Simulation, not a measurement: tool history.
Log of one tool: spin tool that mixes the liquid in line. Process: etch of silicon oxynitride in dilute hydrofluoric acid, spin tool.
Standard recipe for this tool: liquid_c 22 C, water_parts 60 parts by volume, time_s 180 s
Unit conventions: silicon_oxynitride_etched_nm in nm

run     day  liquid_c  water_parts  time_s  read-back film thickness of the silicon oxynitride reference wafer, read on the same gauge (nm)  silicon_oxynitride_etched_nm
  1       0        22           60     180                                                                                            79.99                          5.64
  2   1.771        22           70     180                                                                                               80                          4.79
  3   4.162        22           70     180                                                                                            80.01                          4.81
  4   5.558        22           60     180                                                                                            80.02                          5.64
  5   7.379        22           60     180                                                                                            80.02                          5.68
  6   9.204        22           60     180                                                                                            79.97                           5.6
  7  11.942        22           60     180                                                                                            80.01                           5.6
  8  14.896        22           45     105                                                                                            79.98                          4.41
  9  20.212        22           45     105                                                                                            79.96                          4.42
     21.967  -- thermometer replaced
 10    23.1        22           45     105                                                                                               80                          4.13
     23.642  -- hydrofluoric acid flow meter replaced
 11  24.346        22           60     180                                                                                            80.03                          5.55
 12  27.754        22           60     180                                                                                            80.01                          5.52
 13  29.679        22           60     180                                                                                            80.02                          5.52
     31.092  -- gauge calibrated
 14  32.617        22           35     180                                                                                            79.98                          9.68
 15  34.654        24           60     180                                                                                            80.02                          6.12
 16  37.296      17.5           50     215                                                                                               80                          6.39
 17  39.438        22           75     270                                                                                            80.02                          6.53
 18  40.446        22           60     180                                                                                               80                          5.52
 19  47.717        26           60     245                                                                                            80.04                          9.09
 20  49.942        26           60     245                                                                                            80.02                           9.1

The next listed run, before its measurement:
 21  58.192      18.5           60     220                                                                                                ?                             ?

{"run 21": {"read-back film thickness of the silicon oxynitride reference wafer, read on the same gauge (nm)": 80.03, "silicon_oxynitride_etched_nm": 5.68}}
Minus the tool's unlogged condition, the same run would have read silicon_oxynitride_etched_nm 5.72 nm.

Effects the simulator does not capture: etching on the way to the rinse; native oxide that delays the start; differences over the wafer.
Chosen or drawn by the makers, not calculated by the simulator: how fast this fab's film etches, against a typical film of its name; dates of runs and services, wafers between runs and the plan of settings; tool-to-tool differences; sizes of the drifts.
